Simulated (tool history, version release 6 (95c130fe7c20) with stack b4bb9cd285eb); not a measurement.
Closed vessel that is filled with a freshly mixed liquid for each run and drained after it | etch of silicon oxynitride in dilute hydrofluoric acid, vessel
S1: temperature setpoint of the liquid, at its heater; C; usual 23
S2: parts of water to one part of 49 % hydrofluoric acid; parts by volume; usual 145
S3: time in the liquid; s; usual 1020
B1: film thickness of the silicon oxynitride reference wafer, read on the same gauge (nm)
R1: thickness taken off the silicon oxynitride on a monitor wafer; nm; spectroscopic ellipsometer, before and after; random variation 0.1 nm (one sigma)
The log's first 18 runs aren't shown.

-- hour=1090.1 hydrofluoric acid flow meter replaced
run 19 hour=1104.3 | S1=23 S2=165 S3=1020 | B1=79.99 | R1=16.91
run 20 hour=1173.5 | S1=26 S2=80 S3=1020 | B1=80 | R1=43.38
run 21 hour=1210.2 | S1=23 S2=145 S3=1020 | B1=79.97 | R1=19.66
run 22 hour=1245.7 | S1=24.5 S2=105 S3=650 | B1=80.01 | R1=19.05
run 23 hour=1301.7 | S1=19.5 S2=95 S3=1515 | B1=79.99 | R1=38.96
run 24 hour=1344.4 | S1=21.5 S2=200 S3=1020 | B1=79.93 | R1=12.69
run 25 hour=1412.3 | S1=23 S2=90 S3=775 | B1=80 | R1=24.96
run 26 hour=1469.7 | S1=18.5 S2=170 S3=815 | B1=80 | R1=10.55
run 27 hour=1513.7 | S1=23 S2=80 S3=1020 | B1=80.01 | R1=37.58
run 28 hour=1568.2 | S1=25 S2=95 S3=610 | B1=80.01 | R1=20.49
run 29 hour=1608.7 | S1=20 S2=145 S3=775 | B1=80.01 | R1=12.93
run 30 hour=1632.9 | S1=27 S2=145 S3=1020 | B1=80 | R1=23.57
run 31 hour=1704.2 | S1=19 S2=145 S3=1020 | B1=79.96 | R1=16.23
run 32 hour=1754.5 | S1=26.5 S2=100 S3=1020 | B1=79.98 | R1=34.48
run 33 hour=1781.7 | S1=23 S2=145 S3=1020 | B1=80.02 | R1=19.5
run 34 hour=1816.2 | S1=23 S2=145 S3=1020 | B1=79.98 | R1=19.46

Forecast each of these 3 alternatives for the next run:
run A hour=1817.1 | S1=23 S2=145 S3=1020 | B1=? | R1=?
run B hour=1817.1 | S1=23 S2=145 S3=570 | B1=? | R1=?
run C hour=1817.1 | S1=20.5 S2=200 S3=1260 | B1=? | R1=?

run=A B1=79.99 R1=19.58
run=B B1=79.99 R1=10.94
run=C B1=79.99 R1=15.01
Without the tool's hidden state the same runs would have given:
run=A R1=19.58
run=B R1=10.94
run=C R1=15.01
